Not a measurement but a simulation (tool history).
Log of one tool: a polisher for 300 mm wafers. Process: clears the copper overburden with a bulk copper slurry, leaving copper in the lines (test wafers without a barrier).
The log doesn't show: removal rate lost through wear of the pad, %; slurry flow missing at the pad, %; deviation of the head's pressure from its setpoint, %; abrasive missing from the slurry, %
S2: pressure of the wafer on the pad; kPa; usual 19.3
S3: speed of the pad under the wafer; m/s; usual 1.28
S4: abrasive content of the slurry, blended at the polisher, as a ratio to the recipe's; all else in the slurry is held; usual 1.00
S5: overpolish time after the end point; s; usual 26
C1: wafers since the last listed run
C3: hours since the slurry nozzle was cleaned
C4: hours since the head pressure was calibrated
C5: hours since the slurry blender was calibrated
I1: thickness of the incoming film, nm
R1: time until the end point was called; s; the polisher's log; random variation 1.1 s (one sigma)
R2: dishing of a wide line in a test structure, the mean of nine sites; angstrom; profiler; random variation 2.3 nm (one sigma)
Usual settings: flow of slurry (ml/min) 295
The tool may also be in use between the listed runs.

Run 1, hour 0.0: usual settings but S5 20 s; C1 0; wafers polished on this pad 1608; C3 388.7; C4 35.1; C5 108.8; I1 876.8. Result: R1 77.0 s, R2 1202 angstrom.
At hour 58.2: worn pad replaced by a new one.
Run 2, hour 97.7: usual settings but S5 20 s; C1 578; wafers polished on this pad 244; C3 486.4; C4 132.8; C5 206.5; I1 874.0. Result: R1 71.5 s, R2 1258 angstrom.
Run 3, hour 200.6: usual settings; C1 635; wafers polished on this pad 879; C3 589.3; C4 235.7; C5 309.4; I1 886.9. Result: R1 76.5 s, R2 1425 angstrom.
At hour 275.5: slurry nozzle cleaned.
Run 4, hour 284.4: usual settings; C1 511; wafers polished on this pad 1391; C3 8.9; C4 319.5; C5 393.2; I1 873.9. Result: R1 78.8 s, R2 1398 angstrom.
At hour 293.8: slurry blender recalibrated.
Run 5, hour 368.4: usual settings; C1 506; wafers polished on this pad 1897; C3 92.9; C4 403.5; C5 74.6; I1 867.2. Result: R1 79.0 s, R2 1393 angstrom.
At hour 385.4: head pressure recalibrated.
At hour 392.4: worn pad replaced by a new one.
Run 6, hour 661.2: usual settings; C1 1771; wafers polished on this pad 1660; C3 385.7; C4 275.8; C5 367.4; I1 881.3. Result: R1 80.8 s, R2 1400 angstrom.
At hour 698.5: slurry blender recalibrated.
At hour 728.7: head pressure recalibrated.
Run 7, hour 733.9: usual settings; C1 424; wafers polished on this pad 2085; C3 458.4; C4 5.2; C5 35.4; I1 880.9. Result: R1 80.2 s, R2 1415 angstrom.
At hour 758.0: worn pad replaced by a new one.
At hour 811.4: slurry nozzle cleaned.
Run 8, hour 829.5: usual settings; C1 559; wafers polished on this pad 435; C3 18.1; C4 100.8; C5 131.0; I1 861.6. Result: R1 74.0 s, R2 1445 angstrom.
Run 9, hour 892.9: usual settings; C1 391; wafers polished on this pad 827; C3 81.5; C4 164.2; C5 194.4; I1 869.5. Result: R1 75.3 s, R2 1420 angstrom.
Run 10, hour 976.2: usual settings; C1 514; wafers polished on this pad 1341; C3 164.8; C4 247.5; C5 277.7; I1 881.8. Result: R1 79.8 s, R2 1400 angstrom.
Run 11, hour 1049.7: usual settings but S4 1.15, S5 20 s; C1 454; wafers polished on this pad 1795; C3 238.3; C4 321.0; C5 351.2; I1 892.6. Result: R1 78.6 s, R2 1252 angstrom.
At hour 1074.4: slurry blender recalibrated.
At hour 1093.8: worn pad replaced by a new one.
At hour 1122.2: head pressure recalibrated.
Run 12, hour 1130.3: usual settings but S2 24.8 kPa, S3 1.10 m/s, S4 1.20; C1 448; wafers polished on this pad 213; C3 318.9; C4 8.1; C5 55.9; I1 880.9. Result: R1 64.3 s, R2 1643 angstrom.
Run 13, hour 1236.4: usual settings but flow of slurry (ml/min) 325, S2 24.8 kPa, S3 1.44 m/s, S5 34 s; C1 655; wafers polished on this pad 868; C3 425.0; C4 114.2; C5 162.0; I1 880.5. Result: R1 53.5 s, R2 1913 angstrom.
Run 14, hour 1329.0: usual settings; C1 572; wafers polished on this pad 1440; C3 517.6; C4 206.8; C5 254.6; I1 874.0. Result: R1 76.7 s, R2 1405 angstrom.
At hour 1432.7: worn pad replaced by a new one.
Run 15, hour 1433.1: usual settings but flow of slurry (ml/min) 245, S2 13.1 kPa, S3 1.00 m/s, S5 38 s; C1 618; wafers polished on this pad 2; C3 621.7; C4 310.9; C5 358.7; I1 888.2. Result: R1 136.5 s, R2 1202 angstrom.
At hour 1448.2: slurry nozzle cleaned.
At hour 1476.4: head pressure recalibrated.
At hour 1477.3: slurry blender recalibrated.
Run 16, hour 1522.8: usual settings; C1 529; wafers polished on this pad 532; C3 74.6; C4 46.4; C5 45.5; I1 871.1. Result: R1 74.1 s, R2 1423 angstrom.
Run 17, hour 1561.9: usual settings but flow of slurry (ml/min) 335, S4 0.85; C1 241; wafers polished on this pad 773; C3 113.7; C4 85.5; C5 84.6; I1 894.8. Result: R1 75.9 s, R2 1434 angstrom.
Run 18, hour 1654.0: usual settings but S2 22.1 kPa, S4 0.85; C1 569; wafers polished on this pad 1343; C3 205.8; C4 177.6; C5 176.7; I1 871.3. Result: R1 71.1 s, R2 1544 angstrom.
Run 19, hour 1708.1: usual settings but flow of slurry (ml/min) 370; C1 334; wafers polished on this pad 1677; C3 259.9; C4 231.7; C5 230.8; I1 875.6. Result: R1 76.0 s, R2 1422 angstrom.
Run 20, hour 1802.0: usual settings but flow of slurry (ml/min) 205, S3 1.52 m/s, S5 17 s; C1 580; wafers polished on this pad 2257; C3 353.8; C4 325.6; C5 324.7; I1 881.3. Result: R1 70.4 s, R2 1183 angstrom.
At hour 1845.9: slurry blender recalibrated.
At hour 1853.0: head pressure recalibrated.
At hour 1858.2: worn pad replaced by a new one.
Run 21, hour 1870.0: usual settings; C1 370; wafers polished on this pad 72; C3 421.8; C4 17.0; C5 24.1; I1 877.3. Result: R1 73.7 s, R2 1447 angstrom.

The same runs without the tool's hidden state, with the same run-to-run variation:
run     R1    R2
  1   69.7  1273
  2   69.6  1278
  3   71.9  1467
  4   71.9  1460
  5   70.0  1477
  6   73.0  1469
  7   70.6  1505
  8   72.3  1461
  9   72.0  1450
 10   74.2  1449
 11   71.2  1324
 12   62.9  1659
 13   50.5  1941
 14   70.2  1466
 15  135.9  1205
 16   71.6  1446
 17   72.4  1467
 18   65.7  1600
 19   68.9  1489
 20   61.8  1277
 21   73.2  1452

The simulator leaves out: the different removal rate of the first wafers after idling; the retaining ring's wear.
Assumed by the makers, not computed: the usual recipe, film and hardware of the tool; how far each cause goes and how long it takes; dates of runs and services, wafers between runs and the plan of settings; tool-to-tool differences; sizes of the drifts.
